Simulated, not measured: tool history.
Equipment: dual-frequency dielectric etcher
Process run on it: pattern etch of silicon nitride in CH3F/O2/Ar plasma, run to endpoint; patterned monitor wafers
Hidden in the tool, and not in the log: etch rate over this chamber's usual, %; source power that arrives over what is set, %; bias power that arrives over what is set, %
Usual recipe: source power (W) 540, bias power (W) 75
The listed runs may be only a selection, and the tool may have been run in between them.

run,hour,source power (W),bias power (W),wafers since the last listed run,hours since the last wet clean,hours since the last source power generator calibration,hours since the last bias power generator calibration,hours since the last upper electrode change,"incoming incoming film thickness, nm",endpoint time (s)
1,0,540,75,0,129.8,1624.6,1910.3,2021.6,32.95,41.2
2,35.4,540,75,251,165.2,1660,1945.7,2057,33.22,40.4
3,92.4,540,75,404,222.2,1717,2002.7,2114,33.1,41.1
4,161.2,540,75,488,291,1785.8,2071.5,2182.8,32.87,40.2
5,200.9,540,75,282,330.7,1825.5,2111.2,2222.5,33.32,40.6
6,272.7,540,75,510,402.5,1897.3,2183,2294.3,32.93,39.7
7,342.1,540,75,492,471.9,1966.7,2252.4,2363.7,33.21,40.5
# hour 375.3: source power generator calibrated
# hour 395.4: wet clean of the chamber
8,395.9,500,58,211,0.5,20.6,2306.2,2417.5,33.01,42.9
9,429.9,480,93,241,34.5,54.6,2340.2,2451.5,32.89,40.3
# hour 481.3: upper electrode replaced
# hour 488.3: bias power generator calibrated
10,496.9,420,91,277,101.5,121.6,8.6,15.6,33.02,43.4
# hour 533.4: wet clean of the chamber, repeated, since the last time left the tool worse
11,545.7,600,85,176,12.3,170.4,57.4,64.4,33.31,38
12,573.4,540,59,196,40,198.1,85.1,92.1,32.79,42.8
13,638.1,490,84,459,104.7,262.8,149.8,156.8,33.13,42.3
14,703,540,75,461,169.6,327.7,214.7,221.7,33.05,41
15,735.9,490,84,233,202.5,360.6,247.6,254.6,33.08,42.4

Here are 5 independent what-if runs from the current tool condition. What would each one return?
A,736.3,540,75,2,202.9,361,248,255,33.08,?
B,736.3,630,59,2,202.9,361,248,255,33.08,?
C,736.3,420,93,2,202.9,361,248,255,33.08,?
D,736.3,600,89,2,202.9,361,248,255,33.08,?
E,736.3,450,57,2,202.9,361,248,255,33.08,?

run,endpoint time (s)
A,40.7
B,39.1
C,45.7
D,36.8
E,48.6
Without the tool's hidden state the same runs would have given:
run,endpoint time (s)
A,41.3
B,39.7
C,46.3
D,37.3
E,49.3

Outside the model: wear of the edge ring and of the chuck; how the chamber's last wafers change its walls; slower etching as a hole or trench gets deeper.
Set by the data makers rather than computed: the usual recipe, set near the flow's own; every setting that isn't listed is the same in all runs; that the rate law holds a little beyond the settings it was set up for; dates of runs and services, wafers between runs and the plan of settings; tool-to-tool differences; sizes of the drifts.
